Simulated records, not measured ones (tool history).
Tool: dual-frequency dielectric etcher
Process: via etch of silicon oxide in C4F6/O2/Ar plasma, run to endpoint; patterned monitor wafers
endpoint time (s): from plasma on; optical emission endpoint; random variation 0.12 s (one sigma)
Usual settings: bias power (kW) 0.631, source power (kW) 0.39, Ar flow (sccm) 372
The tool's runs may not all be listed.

run     day  bias power (kW)  source power (kW)  Ar flow (sccm)  wafers since the last listed run  hours since the last wet clean  hours since the last bias power generator calibration  hours since the last source power generator calibration  hours since the last Ar flow controller change  hours since the last upper electrode change  incoming incoming film thickness, nm  endpoint time (s)
  1       0            0.716               0.33             372                                 0                             154                                                 3432.8                                                   4729.6                                          4121.9                                       4250.6                                 166.3                 34
  2   1.175            0.716               0.33             372                               217                           182.2                                                   3461                                                   4757.8                                          4150.1                                       4278.8                                 169.2               34.5
  3   2.396            0.716               0.33             372                               226                           211.5                                                 3490.3                                                   4787.1                                          4179.4                                       4308.1                                 167.5               33.9
  4   3.662            0.631               0.39             341                               234                           241.9                                                 3520.7                                                   4817.5                                          4209.8                                       4338.5                                 166.7               33.4
  5   5.658            0.631               0.39             341                               369                           289.8                                                 3568.6                                                   4865.4                                          4257.7                                       4386.4                                 168.3               33.5
  6     7.1            0.631               0.39             341                               267                           324.4                                                 3603.2                                                     4900                                          4292.3                                         4421                                 167.4               33.6
  7     7.9            0.631               0.34             372                               148                           343.6                                                 3622.4                                                   4919.2                                          4311.5                                       4440.2                                 168.4               35.3
  8   8.492            0.519               0.39             372                               109                           357.8                                                 3636.6                                                   4933.4                                          4325.7                                       4454.4                                 168.4               36.2
  9   9.021            0.631               0.32             372                                98                           370.5                                                 3649.3                                                   4946.1                                          4338.4                                       4467.1                                 167.4               35.9
        9.7  -- Ar flow controller replaced
 10  10.317            0.631               0.32             372                               193                           401.6                                                 3680.4                                                   4977.2                                            14.8                                       4498.2                                 167.4               35.8
 11  11.479            0.631               0.39             372                               215                           429.5                                                 3708.3                                                   5005.1                                            42.7                                       4526.1                                 166.5               33.4
     12.217  -- source power generator calibrated
 12  12.238            0.702               0.46             372                               109                           447.7                                                 3726.5                                                      0.5                                            60.9                                       4544.3                                 169.6               30.8
 13  13.192            0.505               0.32             372                               176                           470.6                                                 3749.4                                                     23.4                                            83.8                                       4567.2                                 168.4               38.8
     15.521  -- wet clean of the chamber
 14  15.542            0.631               0.39             372                               250                             0.5                                                 3805.8                                                     79.8                                           140.2                                       4623.6                                 166.7               33.7
     16.746  -- bias power generator calibrated
     17.275  -- upper electrode replaced
 15  17.296            0.505               0.46             283                               196                            42.6                                                   13.2                                                    121.9                                           182.3                                          0.5                                 168.3               33.8
 16  17.308            0.737               0.33             404                                 2                            42.9                                                   13.5                                                    122.2                                           182.6                                          0.8                                 168.1               34.3
 17  17.821            0.719               0.49             372                                94                            55.2                                                   25.8                                                    134.5                                           194.9                                         13.1                                 168.4               30.2
 18  18.592            0.688               0.44             372                               142                            73.7                                                   44.3                                                      153                                           213.4                                         31.6                                 169.7               31.9
 19  19.767            0.525               0.35             401                               217                           101.9                                                   72.5                                                    181.2                                           241.6                                         59.8                                 166.9               37.5
 20  21.442            0.519               0.39             372                               310                           142.1                                                  112.7                                                    221.4                                           281.8                                          100                                 168.7               36.5
 21  22.471            0.519               0.39             372                               190                           166.8                                                  137.4                                                    246.1                                           306.5                                        124.7                                 168.1               36.2
 22  23.025            0.498               0.31             296                               102                           180.1                                                  150.7                                                    259.4                                           319.8                                          138                                 168.3               38.7
 23  24.296            0.631               0.48             286                               235                           210.6                                                  181.2                                                    289.9                                           350.3                                        168.5                                 170.4               31.3

Forecast each of these 4 alternatives for the next run:
  A  24.312            0.631               0.39             372                                 3                             211                                                  181.6                                                    290.3                                           350.7                                        168.9                                 166.6                  ?
  B  24.312            0.631               0.49             410                                 3                             211                                                  181.6                                                    290.3                                           350.7                                        168.9                                 166.6                  ?
  C  24.312            0.566               0.39             336                                 3                             211                                                  181.6                                                    290.3                                           350.7                                        168.9                                 166.6                  ?
  D  24.312            0.518               0.39             333                                 3                             211                                                  181.6                                                    290.3                                           350.7                                        168.9                                 166.6                  ?

run  endpoint time (s)
  A               33.7
  B               31.5
  C               34.7
  D               35.7
Without the tool's hidden state the same runs would have given:
run  endpoint time (s)
  A               34.1
  B               31.8
  C                 35
  D                 36
